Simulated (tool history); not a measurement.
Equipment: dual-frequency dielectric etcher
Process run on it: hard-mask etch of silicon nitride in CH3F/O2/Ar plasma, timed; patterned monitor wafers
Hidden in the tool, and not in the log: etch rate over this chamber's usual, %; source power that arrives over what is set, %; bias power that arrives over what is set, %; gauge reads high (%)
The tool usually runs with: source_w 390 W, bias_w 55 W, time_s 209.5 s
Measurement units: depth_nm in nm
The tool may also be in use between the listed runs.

run	day	source_w	bias_w	time_s	wafers since the last listed run	hours since the last wet clean	hours since the last source power generator calibration	hours since the last bias power generator calibration	hours since the last upper electrode change	hours since the gauge calibration	read-back reference wafer on the same gauge, depth_nm	depth_nm
1	0.000	390	55	209.5	0	55.6	2113.3	3429.8	5304.9	398.8	126.9	126.3
2	1.375	390	55	209.5	272	88.6	2146.3	3462.8	5337.9	431.8	127.1	124.4
3	3.958	390	55	209.5	512	150.6	2208.3	3524.8	5399.9	493.8	127.2	124.5
4	7.079	390	55	171.0	618	225.5	2283.2	3599.7	5474.8	568.7	126.9	101.4
# day 7.471: bias power generator calibrated
5	7.883	390	55	171.0	126	244.8	2302.5	9.9	5494.1	588.0	127.0	100.3
6	8.421	390	55	171.0	106	257.7	2315.4	22.8	5507.0	600.9	126.9	100.7
7	9.300	410	55	209.5	174	278.8	2336.5	43.9	5528.1	622.0	126.8	124.9
# day 10.875: upper electrode replaced
8	10.896	390	55	209.5	118	317.1	2374.8	82.2	0.5	660.3	127.1	123.1
# day 11.233: gauge calibrated
9	11.704	390	55	209.5	160	336.5	2394.2	101.6	19.9	11.3	127.0	122.5
# day 14.883: source power generator calibrated
10	15.783	390	43	209.5	775	434.4	21.6	199.5	117.8	109.2	127.0	116.7

What does the tool deliver on the next run?
11	16.404	420	62	161.5	123	449.3	36.5	214.4	132.7	124.1	?	?

read-back reference wafer on the same gauge, depth_nm: 126.8
depth_nm: 97.3 nm
The same run, on a tool lacking any hidden state, would have yielded depth_nm 102.4 nm.

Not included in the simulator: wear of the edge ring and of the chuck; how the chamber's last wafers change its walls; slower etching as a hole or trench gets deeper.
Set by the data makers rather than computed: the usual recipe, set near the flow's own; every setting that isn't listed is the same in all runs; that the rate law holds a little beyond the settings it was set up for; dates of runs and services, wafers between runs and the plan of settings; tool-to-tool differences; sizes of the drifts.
